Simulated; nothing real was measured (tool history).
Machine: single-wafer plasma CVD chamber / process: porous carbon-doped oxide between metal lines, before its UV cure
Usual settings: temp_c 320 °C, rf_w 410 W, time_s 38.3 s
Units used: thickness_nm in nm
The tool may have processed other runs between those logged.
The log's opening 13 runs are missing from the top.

run	day	temp_c	rf_w	time_s	read-back reference wafer on the same gauge, thickness_nm	thickness_nm
14	14.325	320	410	31.6	195.921	136.433
15	15.196	320	410	38.3	195.783	165.991
16	16.233	316	485	38.3	195.958	190.062
17	16.854	325	435	42.7	195.777	189.988
# day 18.350: thermocouple changed; heater temperature recalibrated
18	18.371	320	410	35.1	196.083	157.431
19	19.396	320	330	38.3	196.154	143.007
20	20.183	331	410	42.6	195.934	179.609
21	21.667	315	440	31.2	196.051	150.345
22	22.917	320	410	30.7	196.077	137.938
23	24.321	320	410	43.5	195.709	191.813
24	25.625	333	410	38.3	195.866	161.132
25	26.767	306	410	38.3	196.107	181.148
26	27.933	320	410	41.1	196.322	179.885
27	29.367	320	410	38.3	196.037	167.443
28	29.904	320	410	38.3	196.248	168.369
29	30.429	320	410	38.3	195.837	167.068
30	31.608	320	410	38.3	196.031	168.736
31	32.971	311	365	33.8	195.508	141.461
32	34.279	320	350	43.6	195.842	167.965
33	35.012	325	340	35.4	195.940	129.759

Each row is a separate what-if for the run after 33, all from the same tool condition, not one after another. Results?
A	35.029	320	410	38.3	?	?
B	35.029	329	430	42.8	?	?
C	35.029	313	410	38.3	?	?
D	35.029	307	485	38.3	?	?
E	35.029	334	470	38.3	?	?

run	read-back reference wafer on the same gauge, thickness_nm	thickness_nm
A	195.596	166.712
B	195.596	185.635
C	195.596	172.030
D	195.596	200.958
E	195.596	174.790
With the hidden condition removed and each run's random variation left untouched, the same runs would have given:
run	thickness_nm
A	169.755
B	188.979
C	175.243
D	204.542
E	177.623
